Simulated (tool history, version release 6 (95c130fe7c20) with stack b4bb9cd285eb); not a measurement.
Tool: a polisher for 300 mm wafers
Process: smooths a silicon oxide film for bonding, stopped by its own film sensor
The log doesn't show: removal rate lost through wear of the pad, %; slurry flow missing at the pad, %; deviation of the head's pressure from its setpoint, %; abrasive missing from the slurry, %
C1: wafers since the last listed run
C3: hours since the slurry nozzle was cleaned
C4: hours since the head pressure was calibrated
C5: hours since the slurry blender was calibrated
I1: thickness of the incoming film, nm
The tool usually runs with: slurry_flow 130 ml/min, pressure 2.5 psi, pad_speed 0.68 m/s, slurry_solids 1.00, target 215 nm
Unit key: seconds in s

Run 1, day 0.000: usual settings; C1 0; wafers polished on this pad 5; C3 705.9; C4 1267.5; C5 290.5; I1 280.6. Result: seconds 111.1 s.
Run 2, day 0.325: usual settings; C1 79; wafers polished on this pad 84; C3 713.7; C4 1275.3; C5 298.3; I1 283.2. Result: seconds 118.1 s.
Run 3, day 0.821: usual settings but target 221 nm; C1 121; wafers polished on this pad 205; C3 725.6; C4 1287.2; C5 310.2; I1 280.1. Result: seconds 102.2 s.
At day 1.033: slurry blender recalibrated.
Run 4, day 1.375: usual settings but target 221 nm; C1 115; wafers polished on this pad 320; C3 738.9; C4 1300.5; C5 8.2; I1 280.7. Result: seconds 92.8 s.
Run 5, day 1.933: usual settings but target 221 nm; C1 136; wafers polished on this pad 457; C3 752.3; C4 1313.9; C5 21.6; I1 280.5. Result: seconds 90.4 s.
At day 3.158: head pressure recalibrated.
Run 6, day 3.179: usual settings; C1 284; wafers polished on this pad 741; C3 782.2; C4 0.5; C5 51.5; I1 283.5. Result: seconds 99.0 s.
At day 4.100: worn pad replaced by a new one.
Run 7, day 5.283: usual settings; C1 473; wafers polished on this pad 288; C3 832.7; C4 51.0; C5 102.0; I1 279.3. Result: seconds 98.2 s.
At day 5.775: slurry nozzle cleaned.
Run 8, day 5.879: usual settings; C1 135; wafers polished on this pad 424; C3 2.5; C4 65.3; C5 116.3; I1 283.9. Result: seconds 105.3 s.
Run 9, day 6.429: usual settings; C1 134; wafers polished on this pad 558; C3 15.7; C4 78.5; C5 129.5; I1 281.0. Result: seconds 101.2 s.
Run 10, day 6.892: usual settings but pressure 2.2 psi, slurry_solids 0.80; C1 113; wafers polished on this pad 671; C3 26.8; C4 89.6; C5 140.6; I1 279.7. Result: seconds 120.7 s.
Run 11, day 7.275: usual settings but pressure 3.4 psi, pad_speed 0.62 m/s, target 221 nm; C1 93; wafers polished on this pad 765; C3 36.0; C4 98.8; C5 149.8; I1 275.4. Result: seconds 67.4 s.
Run 12, day 7.592: usual settings but slurry_flow 160 ml/min, pressure 3.2 psi, pad_speed 0.88 m/s, slurry_solids 1.20; C1 77; wafers polished on this pad 842; C3 43.6; C4 106.4; C5 157.4; I1 279.2. Result: seconds 57.8 s.
Run 13, day 7.954: usual settings but pressure 2.8 psi; C1 88; wafers polished on this pad 931; C3 52.3; C4 115.1; C5 166.1; I1 281.7. Result: seconds 93.0 s.
At day 8.650: worn pad replaced by a new one.
Run 14, day 8.671: usual settings but slurry_flow 90 ml/min; C1 134; wafers polished on this pad 5; C3 69.5; C4 132.3; C5 183.3; I1 281.7. Result: seconds 113.0 s.
Run 15, day 9.092: usual settings; C1 102; wafers polished on this pad 107; C3 79.6; C4 142.4; C5 193.4; I1 276.2. Result: seconds 97.2 s.
Run 16, day 9.675: usual settings but pressure 2.8 psi, pad_speed 0.84 m/s; C1 142; wafers polished on this pad 250; C3 93.6; C4 156.4; C5 207.4; I1 278.4. Result: seconds 78.4 s.
Run 17, day 10.012: usual settings but slurry_flow 95 ml/min, target 223 nm; C1 82; wafers polished on this pad 333; C3 101.7; C4 164.5; C5 215.5; I1 277.6. Result: seconds 96.2 s.
Run 18, day 10.342: usual settings but pressure 3.1 psi, target 229 nm; C1 80; wafers polished on this pad 413; C3 109.6; C4 172.4; C5 223.4; I1 281.6. Result: seconds 71.9 s.
Run 19, day 10.925: usual settings but slurry_flow 170 ml/min, pad_speed 0.58 m/s, slurry_solids 0.75, target 223 nm; C1 142; wafers polished on this pad 556; C3 123.6; C4 186.4; C5 237.4; I1 280.2. Result: seconds 110.1 s.
Run 20, day 11.625: usual settings but slurry_solids 0.75; C1 171; wafers polished on this pad 727; C3 140.4; C4 203.2; C5 254.2; I1 284.1. Result: seconds 129.1 s.
Run 21, day 12.042: usual settings but slurry_flow 160 ml/min; C1 101; wafers polished on this pad 828; C3 150.4; C4 213.2; C5 264.2; I1 285.8. Result: seconds 116.6 s.
Run 22, day 12.517: usual settings; C1 116; wafers polished on this pad 944; C3 161.8; C4 224.6; C5 275.6; I1 278.7. Result: seconds 108.6 s.
Run 23, day 13.096: usual settings but slurry_flow 160 ml/min, pad_speed 0.62 m/s, slurry_solids 1.10, target 201 nm; C1 141; wafers polished on this pad 1086; C3 175.7; C4 238.5; C5 289.5; I1 283.4. Result: seconds 141.5 s.
At day 13.638: slurry blender recalibrated.
At day 13.771: worn pad replaced by a new one.
Run 24, day 13.792: usual settings but slurry_flow 100 ml/min, pressure 1.6 psi, slurry_solids 1.20, target 202 nm; C1 116; wafers polished on this pad 4; C3 192.4; C4 255.2; C5 3.7; I1 276.0. Result: seconds 167.4 s.
Run 25, day 14.196: usual settings; C1 98; wafers polished on this pad 103; C3 202.1; C4 264.9; C5 13.4; I1 274.1. Result: seconds 84.8 s.
Run 26, day 14.604: usual settings; C1 99; wafers polished on this pad 203; C3 211.9; C4 274.7; C5 23.2; I1 278.7. Result: seconds 95.2 s.
Run 27, day 15.329: usual settings; C1 177; wafers polished on this pad 380; C3 229.3; C4 292.1; C5 40.6; I1 284.0. Result: seconds 100.8 s.
Run 28, day 15.617: usual settings but slurry_flow 165 ml/min, target 207 nm; C1 70; wafers polished on this pad 450; C3 236.2; C4 299.0; C5 47.5; I1 278.0. Result: seconds 101.9 s.
Run 29, day 16.271: usual settings; C1 159; wafers polished on this pad 610; C3 251.9; C4 314.7; C5 63.2; I1 283.0. Result: seconds 100.5 s.
Run 30, day 16.558: usual settings but pad_speed 0.78 m/s; C1 70; wafers polished on this pad 681; C3 258.8; C4 321.6; C5 70.1; I1 280.4. Result: seconds 87.0 s.
Run 31, day 16.850: usual settings but slurry_flow 170 ml/min, pressure 3.0 psi, target 227 nm; C1 71; wafers polished on this pad 752; C3 265.8; C4 328.6; C5 77.1; I1 277.0. Result: seconds 60.8 s.

The logged runs with the hidden state left out (each run's random variation unchanged):
run  seconds
  1     96.0
  2    101.0
  3     86.1
  4     91.2
  5     88.9
  6     97.0
  7     95.1
  8    101.6
  9     97.2
 10    114.9
 11     64.2
 12     55.1
 13     87.8
 14    105.7
 15     90.4
 16     72.2
 17     88.2
 18     65.5
 19     98.1
 20    113.1
 21    102.4
 22     94.2
 23    121.5
 24    167.4
 25     84.8
 26     95.1
 27    100.5
 28    101.6
 29    100.0
 30     86.4
 31     60.4

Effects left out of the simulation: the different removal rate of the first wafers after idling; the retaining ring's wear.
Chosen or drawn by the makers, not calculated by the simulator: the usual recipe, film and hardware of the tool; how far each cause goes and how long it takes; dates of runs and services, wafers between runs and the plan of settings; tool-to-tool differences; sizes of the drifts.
